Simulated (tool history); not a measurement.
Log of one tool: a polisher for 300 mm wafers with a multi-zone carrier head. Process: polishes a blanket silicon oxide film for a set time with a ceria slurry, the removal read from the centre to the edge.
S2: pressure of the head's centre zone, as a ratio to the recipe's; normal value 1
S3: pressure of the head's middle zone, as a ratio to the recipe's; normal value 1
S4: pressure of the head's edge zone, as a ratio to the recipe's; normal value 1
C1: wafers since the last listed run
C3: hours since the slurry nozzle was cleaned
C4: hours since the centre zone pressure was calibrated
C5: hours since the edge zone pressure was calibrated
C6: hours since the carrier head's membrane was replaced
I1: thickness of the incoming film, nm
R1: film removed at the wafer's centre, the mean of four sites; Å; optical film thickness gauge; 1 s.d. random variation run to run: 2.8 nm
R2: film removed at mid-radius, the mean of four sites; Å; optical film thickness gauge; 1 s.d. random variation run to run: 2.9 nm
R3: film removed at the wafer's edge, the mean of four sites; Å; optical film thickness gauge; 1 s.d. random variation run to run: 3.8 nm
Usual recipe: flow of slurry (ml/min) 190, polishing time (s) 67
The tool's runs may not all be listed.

run 1 hour=0 | flow_of_slurry_(ml/min)=190 S2=1 S3=1 S4=1 polishing_time_(s)=67 | C1=0 wafers_polished_on_this_pad=1285 C3=71.4 C4=983.5 C5=716.6 C6=1112.7 | I1=1829.5 | R1=3052 R2=3070 R3=3137
-- hour=2.4 worn pad replaced by a new one
run 2 hour=16.1 | flow_of_slurry_(ml/min)=190 S2=1 S3=1 S4=1 polishing_time_(s)=67 | C1=123 wafers_polished_on_this_pad=123 C3=87.5 C4=999.6 C5=732.7 C6=1128.8 | I1=1804.8 | R1=3147 R2=3075 R3=3097
run 3 hour=44.4 | flow_of_slurry_(ml/min)=190 S2=1 S3=1 S4=1 polishing_time_(s)=67 | C1=255 wafers_polished_on_this_pad=379 C3=115.8 C4=1027.9 C5=761 C6=1157.1 | I1=1841.8 | R1=3098 R2=3130 R3=3137
run 4 hour=77.3 | flow_of_slurry_(ml/min)=190 S2=1 S3=1 S4=1 polishing_time_(s)=67 | C1=297 wafers_polished_on_this_pad=676 C3=148.7 C4=1060.8 C5=793.9 C6=1190 | I1=1787.4 | R1=3048 R2=3090 R3=3165
run 5 hour=100.1 | flow_of_slurry_(ml/min)=190 S2=1.03 S3=1 S4=1 polishing_time_(s)=67 | C1=205 wafers_polished_on_this_pad=882 C3=171.5 C4=1083.6 C5=816.7 C6=1212.8 | I1=1795 | R1=3139 R2=3016 R3=3103
-- hour=112.8 worn pad replaced by a new one
run 6 hour=130.4 | flow_of_slurry_(ml/min)=190 S2=1.03 S3=1 S4=1 polishing_time_(s)=67 | C1=237 wafers_polished_on_this_pad=159 C3=201.8 C4=1113.9 C5=847 C6=1243.1 | I1=1791.9 | R1=3160 R2=3014 R3=3091
run 7 hour=147.3 | flow_of_slurry_(ml/min)=190 S2=1 S3=1 S4=1 polishing_time_(s)=67 | C1=152 wafers_polished_on_this_pad=312 C3=218.7 C4=1130.8 C5=863.9 C6=1260 | I1=1812.6 | R1=3039 R2=3079 R3=3097
run 8 hour=167.5 | flow_of_slurry_(ml/min)=190 S2=1 S3=1 S4=1 polishing_time_(s)=67 | C1=182 wafers_polished_on_this_pad=494 C3=238.9 C4=1151 C5=884.1 C6=1280.2 | I1=1815.8 | R1=3075 R2=3063 R3=3156
run 9 hour=195.4 | flow_of_slurry_(ml/min)=190 S2=1 S3=0.97 S4=1 polishing_time_(s)=67 | C1=252 wafers_polished_on_this_pad=746 C3=266.8 C4=1178.9 C5=912 C6=1308.1 | I1=1795.5 | R1=3094 R2=3003 R3=3058
-- hour=223.8 worn pad replaced by a new one
-- hour=229.2 carrier head's membrane replaced by a new one
run 10 hour=229.7 | flow_of_slurry_(ml/min)=190 S2=1 S3=0.97 S4=1 polishing_time_(s)=67 | C1=228 wafers_polished_on_this_pad=8 C3=301.1 C4=1213.2 C5=946.3 C6=0.5 | I1=1818.6 | R1=3029 R2=2932 R3=3149
-- hour=241.8 centre zone pressure recalibrated
run 11 hour=256.5 | flow_of_slurry_(ml/min)=170 S2=1 S3=1 S4=0.96 polishing_time_(s)=67 | C1=224 wafers_polished_on_this_pad=232 C3=327.9 C4=14.7 C5=973.1 C6=27.3 | I1=1807.9 | R1=2955 R2=2984 R3=3050
run 12 hour=291.2 | flow_of_slurry_(ml/min)=190 S2=1 S3=1 S4=1 polishing_time_(s)=67 | C1=313 wafers_polished_on_this_pad=545 C3=362.6 C4=49.4 C5=1007.8 C6=62 | I1=1818.9 | R1=3067 R2=2977 R3=3065
run 13 hour=315.5 | flow_of_slurry_(ml/min)=240 S2=1.05 S3=1 S4=0.9 polishing_time_(s)=67 | C1=219 wafers_polished_on_this_pad=765 C3=386.9 C4=73.7 C5=1032.1 C6=86.3 | I1=1789.3 | R1=3264 R2=3080 R3=3022
-- hour=341.3 worn pad replaced by a new one
run 14 hour=351.4 | flow_of_slurry_(ml/min)=225 S2=1 S3=1 S4=1 polishing_time_(s)=67 | C1=288 wafers_polished_on_this_pad=91 C3=422.8 C4=109.6 C5=1068 C6=122.2 | I1=1805.9 | R1=3044 R2=3107 R3=3107
run 15 hour=378.3 | flow_of_slurry_(ml/min)=130 S2=1 S3=1.1 S4=1 polishing_time_(s)=67 | C1=243 wafers_polished_on_this_pad=334 C3=449.7 C4=136.5 C5=1094.9 C6=149.1 | I1=1806.8 | R1=2690 R2=2904 R3=2817
run 16 hour=401.6 | flow_of_slurry_(ml/min)=190 S2=1 S3=1 S4=1 polishing_time_(s)=67 | C1=210 wafers_polished_on_this_pad=545 C3=473 C4=159.8 C5=1118.2 C6=172.4 | I1=1813 | R1=2973 R2=2992 R3=3049
-- hour=412.2 slurry nozzle cleaned
-- hour=416.4 edge zone pressure recalibrated
run 17 hour=422.5 | flow_of_slurry_(ml/min)=190 S2=1 S3=0.92 S4=1 polishing_time_(s)=67 | C1=161 wafers_polished_on_this_pad=706 C3=10.3 C4=180.7 C5=6.1 C6=193.3 | I1=1820.5 | R1=3086 R2=2923 R3=3123
run 18 hour=442.9 | flow_of_slurry_(ml/min)=190 S2=1 S3=1 S4=0.93 polishing_time_(s)=61 | C1=184 wafers_polished_on_this_pad=891 C3=30.7 C4=201.1 C5=26.5 C6=213.7 | I1=1837 | R1=2798 R2=2884 R3=2784
-- hour=470.2 worn pad replaced by a new one
run 19 hour=471.9 | flow_of_slurry_(ml/min)=235 S2=1.04 S3=1 S4=1 polishing_time_(s)=67 | C1=225 wafers_polished_on_this_pad=15 C3=59.7 C4=230.1 C5=55.5 C6=242.7 | I1=1803.1 | R1=3329 R2=3180 R3=3188
run 20 hour=492.7 | flow_of_slurry_(ml/min)=220 S2=1 S3=1 S4=1.06 polishing_time_(s)=85 | C1=187 wafers_polished_on_this_pad=203 C3=80.5 C4=250.9 C5=76.3 C6=263.5 | I1=1806.6 | R1=4025 R2=4042 R3=4084
run 21 hour=526 | flow_of_slurry_(ml/min)=235 S2=1.06 S3=1 S4=1.05 polishing_time_(s)=75 | C1=300 wafers_polished_on_this_pad=504 C3=113.8 C4=284.2 C5=109.6 C6=296.8 | I1=1822.8 | R1=3843 R2=3562 R3=3705

List, for all runs, the conditions of the tool that the log does not record:
removal rate lost through wear of the pad, %: 0 at every run
deviation of the centre zone's pressure from its setpoint, %: 0 at every run
deviation of the edge zone's pressure from its setpoint, %: 0 at every run
H1: slurry flow missing at the pad, %
run=1 H1=3.45
run=2 H1=4.08
run=3 H1=5.18
run=4 H1=6.45
run=5 H1=7.34
run=6 H1=8.51
run=7 H1=9.17
run=8 H1=9.95
run=9 H1=11
run=10 H1=12.4
run=11 H1=13.4
run=12 H1=14.8
run=13 H1=15.7
run=14 H1=17.1
run=15 H1=18.1
run=16 H1=19
run=17 H1=2.15
run=18 H1=2.94
run=19 H1=4.07
run=20 H1=4.88
run=21 H1=6.17
